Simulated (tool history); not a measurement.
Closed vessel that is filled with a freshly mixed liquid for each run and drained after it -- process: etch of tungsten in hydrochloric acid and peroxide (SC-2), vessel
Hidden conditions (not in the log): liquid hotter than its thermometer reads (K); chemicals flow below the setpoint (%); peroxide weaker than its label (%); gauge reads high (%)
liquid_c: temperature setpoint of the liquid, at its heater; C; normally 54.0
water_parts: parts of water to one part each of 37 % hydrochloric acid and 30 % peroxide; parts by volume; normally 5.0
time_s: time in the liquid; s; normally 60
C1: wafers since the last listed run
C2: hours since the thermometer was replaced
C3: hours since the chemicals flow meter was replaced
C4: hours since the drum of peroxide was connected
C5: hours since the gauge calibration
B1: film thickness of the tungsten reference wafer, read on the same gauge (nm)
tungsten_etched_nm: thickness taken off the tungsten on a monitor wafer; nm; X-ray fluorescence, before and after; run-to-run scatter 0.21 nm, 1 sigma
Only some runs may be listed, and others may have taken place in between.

Run 1, hour 0.0: usual settings; C1 0; C2 1120.2; C3 638.8; C4 640.6; C5 3408.1; B1 129.96. Result: tungsten_etched_nm 44.40 nm.
At hour 49.6: thermometer replaced.
Run 2, hour 66.2: usual settings; C1 7631; C2 16.6; C3 705.0; C4 706.8; C5 3474.3; B1 129.98. Result: tungsten_etched_nm 42.80 nm.
Run 3, hour 149.3: usual settings; C1 9726; C2 99.7; C3 788.1; C4 789.9; C5 3557.4; B1 129.99. Result: tungsten_etched_nm 43.12 nm.
Run 4, hour 238.0: usual settings; C1 10381; C2 188.4; C3 876.8; C4 878.6; C5 3646.1; B1 130.00. Result: tungsten_etched_nm 43.35 nm.
Run 5, hour 337.9: usual settings but water_parts 6.0 parts by volume; C1 11692; C2 288.3; C3 976.7; C4 978.5; C5 3746.0; B1 130.03. Result: tungsten_etched_nm 37.88 nm.
Run 6, hour 401.0: usual settings; C1 7385; C2 351.4; C3 1039.8; C4 1041.6; C5 3809.1; B1 129.96. Result: tungsten_etched_nm 43.17 nm.
Run 7, hour 449.9: usual settings but liquid_c 61.0 C, water_parts 7.0 parts by volume; C1 5723; C2 400.3; C3 1088.7; C4 1090.5; C5 3858.0; B1 129.99. Result: tungsten_etched_nm 52.98 nm.
Run 8, hour 493.3: usual settings; C1 5079; C2 443.7; C3 1132.1; C4 1133.9; C5 3901.4; B1 130.02. Result: tungsten_etched_nm 44.04 nm.
At hour 534.9: new drum of peroxide connected.
Run 9, hour 577.4: usual settings but liquid_c 62.5 C, water_parts 6.0 parts by volume; C1 9726; C2 527.8; C3 1216.2; C4 42.5; C5 3985.5; B1 129.98. Result: tungsten_etched_nm 66.15 nm.
Run 10, hour 675.9: usual settings; C1 11528; C2 626.3; C3 1314.7; C4 141.0; C5 4084.0; B1 129.98. Result: tungsten_etched_nm 43.88 nm.
Run 11, hour 770.3: usual settings but liquid_c 58.0 C, water_parts 6.5 parts by volume, time_s 50 s; C1 11048; C2 720.7; C3 1409.1; C4 235.4; C5 4178.4; B1 130.00. Result: tungsten_etched_nm 39.09 nm.
Run 12, hour 875.0: usual settings but liquid_c 51.0 C, water_parts 4.0 parts by volume, time_s 75 s; C1 12254; C2 825.4; C3 1513.8; C4 340.1; C5 4283.1; B1 130.00. Result: tungsten_etched_nm 53.03 nm.
At hour 961.0: gauge calibrated.
Run 13, hour 964.9: usual settings but liquid_c 45.5 C, water_parts 4.0 parts by volume, time_s 35 s; C1 10522; C2 915.3; C3 1603.7; C4 430.0; C5 3.9; B1 129.98. Result: tungsten_etched_nm 17.01 nm.
Run 14, hour 1022.3: usual settings but liquid_c 59.0 C, time_s 80 s; C1 6718; C2 972.7; C3 1661.1; C4 487.4; C5 61.3; B1 129.99. Result: tungsten_etched_nm 81.94 nm.
At hour 1082.9: thermometer replaced.
Run 15, hour 1090.0: usual settings but water_parts 7.0 parts by volume; C1 7806; C2 7.1; C3 1728.8; C4 555.1; C5 129.0; B1 130.00. Result: tungsten_etched_nm 33.38 nm.
Run 16, hour 1150.5: usual settings; C1 7081; C2 67.6; C3 1789.3; C4 615.6; C5 189.5; B1 130.00. Result: tungsten_etched_nm 42.96 nm.
Run 17, hour 1203.1: usual settings but liquid_c 48.0 C, water_parts 5.5 parts by volume, time_s 50 s; C1 6156; C2 120.2; C3 1841.9; C4 668.2; C5 242.1; B1 130.01. Result: tungsten_etched_nm 22.54 nm.
Run 18, hour 1270.3: usual settings but water_parts 7.0 parts by volume, time_s 75 s; C1 7865; C2 187.4; C3 1909.1; C4 735.4; C5 309.3; B1 129.99. Result: tungsten_etched_nm 42.07 nm.
Run 19, hour 1428.5: usual settings; C1 18516; C2 345.6; C3 2067.3; C4 893.6; C5 467.5; B1 130.00. Result: tungsten_etched_nm 43.50 nm.
At hour 1466.4: chemicals flow meter replaced.
At hour 1488.3: new drum of peroxide connected.
Run 20, hour 1508.8: usual settings but liquid_c 58.5 C, water_parts 5.5 parts by volume, time_s 40 s; C1 9164; C2 425.9; C3 42.4; C4 20.5; C5 547.8; B1 129.96. Result: tungsten_etched_nm 36.25 nm.
Run 21, hour 1599.3: usual settings; C1 10592; C2 516.4; C3 132.9; C4 111.0; C5 638.3; B1 130.03. Result: tungsten_etched_nm 44.05 nm.
Run 22, hour 1705.5: usual settings but time_s 95 s; C1 12430; C2 622.6; C3 239.1; C4 217.2; C5 744.5; B1 130.02. Result: tungsten_etched_nm 69.12 nm.
Run 23, hour 1798.5: usual settings but water_parts 4.0 parts by volume; C1 10885; C2 715.6; C3 332.1; C4 310.2; C5 837.5; B1 130.03. Result: tungsten_etched_nm 51.40 nm.
Run 24, hour 1885.9: usual settings but liquid_c 57.0 C, water_parts 4.0 parts by volume, time_s 90 s; C1 10229; C2 803.0; C3 419.5; C4 397.6; C5 924.9; B1 130.02. Result: tungsten_etched_nm 94.33 nm.
Run 25, hour 1977.5: usual settings; C1 10721; C2 894.6; C3 511.1; C4 489.2; C5 1016.5; B1 129.96. Result: tungsten_etched_nm 44.51 nm.
Run 26, hour 2052.5: usual settings but liquid_c 61.0 C, water_parts 4.0 parts by volume, time_s 85 s; C1 8778; C2 969.6; C3 586.1; C4 564.2; C5 1091.5; B1 130.00. Result: tungsten_etched_nm 114.22 nm.
Run 27, hour 2156.1: usual settings; C1 12125; C2 1073.2; C3 689.7; C4 667.8; C5 1195.1; B1 129.99. Result: tungsten_etched_nm 44.31 nm.
At hour 2166.6: thermometer replaced.
Run 28, hour 2217.4: usual settings but liquid_c 57.0 C, water_parts 6.0 parts by volume; C1 7057; C2 50.8; C3 751.0; C4 729.1; C5 1256.4; B1 129.97. Result: tungsten_etched_nm 45.62 nm.
Run 29, hour 2273.8: usual settings but liquid_c 59.5 C, water_parts 7.5 parts by volume; C1 6601; C2 107.2; C3 807.4; C4 785.5; C5 1312.8; B1 129.98. Result: tungsten_etched_nm 44.68 nm.
Run 30, hour 2367.4: usual settings; C1 10955; C2 200.8; C3 901.0; C4 879.1; C5 1406.4; B1 129.98. Result: tungsten_etched_nm 43.34 nm.

What differs in the tool's unlogged condition from the final listed run ahead of each entry between runs to the first listed run following it?
Between runs 1 and 2: thermometer replaced (hour 49.6)
  liquid hotter than its thermometer reads (K): 0.748 -> 0.0596
  measured value less the no-hidden-state value, tungsten_etched_nm: +2.11 -> +0.17 nm
Between runs 8 and 9: new drum of peroxide connected (hour 534.9)
  liquid hotter than its thermometer reads (K): 0.34 -> 0.396
  measured value less the no-hidden-state value, tungsten_etched_nm: +0.96 -> +1.61 nm
Between runs 12 and 13: gauge calibrated (hour 961.0)
  liquid hotter than its thermometer reads (K): 0.591 -> 0.65
  measured value less the no-hidden-state value, tungsten_etched_nm: +2.03 -> +0.74 nm
Between runs 14 and 15: thermometer replaced (hour 1082.9)
  liquid hotter than its thermometer reads (K): 0.688 -> 0.0333
  measured value less the no-hidden-state value, tungsten_etched_nm: +3.49 -> +0.07 nm
Between runs 19 and 20: chemicals flow meter replaced (hour 1466.4); new drum of peroxide connected (hour 1488.3)
  liquid hotter than its thermometer reads (K): 0.256 -> 0.309
  measured value less the no-hidden-state value, tungsten_etched_nm: +0.72 -> +0.70 nm
Between runs 27 and 28: thermometer replaced (hour 2166.6)
  liquid hotter than its thermometer reads (K): 0.734 -> 0.126
  measured value less the no-hidden-state value, tungsten_etched_nm: +2.05 -> +0.38 nm
